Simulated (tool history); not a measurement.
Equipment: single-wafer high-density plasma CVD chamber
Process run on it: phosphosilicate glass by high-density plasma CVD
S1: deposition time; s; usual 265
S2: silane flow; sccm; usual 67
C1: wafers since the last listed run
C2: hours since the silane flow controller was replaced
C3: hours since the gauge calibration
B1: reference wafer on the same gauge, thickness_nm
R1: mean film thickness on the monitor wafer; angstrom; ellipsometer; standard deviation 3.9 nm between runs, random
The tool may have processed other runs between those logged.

| run | hour | S1 | S2 | C1 | C2 | C3 | B1 | R1 |
|---|---|---|---|---|---|---|---|---|
| 1 | 0 | 265 | 67 | 0 | 1981.6 | 339.3 | 1520.036 | 18343.06 |
| 2 | 19.2 | 265 | 67 | 159 | 2000.8 | 358.5 | 1519.38 | 18328.24 |
|  | 32.8 | gauge calibrated |
| 3 | 48.8 | 265 | 67 | 245 | 2030.4 | 16 | 1519.269 | 18352.9 |
| 4 | 73.1 | 265 | 67 | 201 | 2054.7 | 40.3 | 1521.175 | 18288.06 |
| 5 | 104.1 | 265 | 67 | 256 | 2085.7 | 71.3 | 1518.875 | 18321.23 |
| 6 | 118.1 | 265 | 67 | 116 | 2099.7 | 85.3 | 1520.884 | 18432.33 |
| 7 | 147.2 | 265 | 67 | 241 | 2128.8 | 114.4 | 1519.107 | 18393.4 |
| 8 | 175.6 | 265 | 67 | 235 | 2157.2 | 142.8 | 1519.032 | 18368.66 |
| 9 | 204.1 | 265 | 67 | 236 | 2185.7 | 171.3 | 1518.349 | 18348.61 |
| 10 | 226 | 265 | 67 | 181 | 2207.6 | 193.2 | 1518.212 | 18412.62 |
|  | 239.8 | silane flow controller replaced |
| 11 | 242.2 | 265 | 67 | 67 | 2.4 | 209.4 | 1520.343 | 17178.89 |
| 12 | 262.1 | 265 | 67 | 164 | 22.3 | 229.3 | 1520.469 | 17147.09 |
| 13 | 292.5 | 265 | 67 | 251 | 52.7 | 259.7 | 1519.47 | 17205.49 |
| 14 | 307.4 | 265 | 67 | 123 | 67.6 | 274.6 | 1520.83 | 17191.02 |
| 15 | 331.1 | 232 | 70 | 196 | 91.3 | 298.3 | 1520.823 | 15756.92 |
| 16 | 352.4 | 300 | 67 | 176 | 112.6 | 319.6 | 1520.7 | 19600.25 |
| 17 | 372.4 | 311 | 59 | 165 | 132.6 | 339.6 | 1520.501 | 17921.19 |
| 18 | 401.6 | 300 | 67 | 242 | 161.8 | 368.8 | 1520.62 | 19680.08 |
|  | 415.8 | gauge calibrated |
| 19 | 432.7 | 235 | 78 | 257 | 192.9 | 16.9 | 1519.264 | 17888.07 |
| 20 | 459.1 | 241 | 67 | 218 | 219.3 | 43.3 | 1520.288 | 15791.86 |
| 21 | 481.1 | 265 | 67 | 182 | 241.3 | 65.3 | 1520.91 | 17459.29 |
| 22 | 538 | 278 | 74 | 471 | 298.2 | 122.2 | 1519.994 | 20246.97 |
| 23 | 553.1 | 228 | 67 | 125 | 313.3 | 137.3 | 1519.637 | 15096 |
| 24 | 588.8 | 265 | 67 | 295 | 349 | 173 | 1520.985 | 17449.23 |

Across each entry between runs, compare the hidden state at the last listed run before it with the hidden state at the first listed run after it:
Logged between run 2 and run 3: gauge calibrated (hour 32.8)
  delivered silane flow above the setpoint (%): 6.94 -> 6.97
  the result without the hidden state subtracted from the measured one, R1: +1190.18 -> +1195.16 angstrom
Logged between run 10 and run 11: silane flow controller replaced (hour 239.8)
  delivered silane flow above the setpoint (%): 7.08 -> 0.254
  the result without the hidden state subtracted from the measured one, R1: +1217.02 -> +43.44 angstrom
Logged between run 18 and run 19: gauge calibrated (hour 415.8)
  delivered silane flow above the setpoint (%): 1.31 -> 1.5
  the result without the hidden state subtracted from the measured one, R1: +255.16 -> +264.1 angstrom
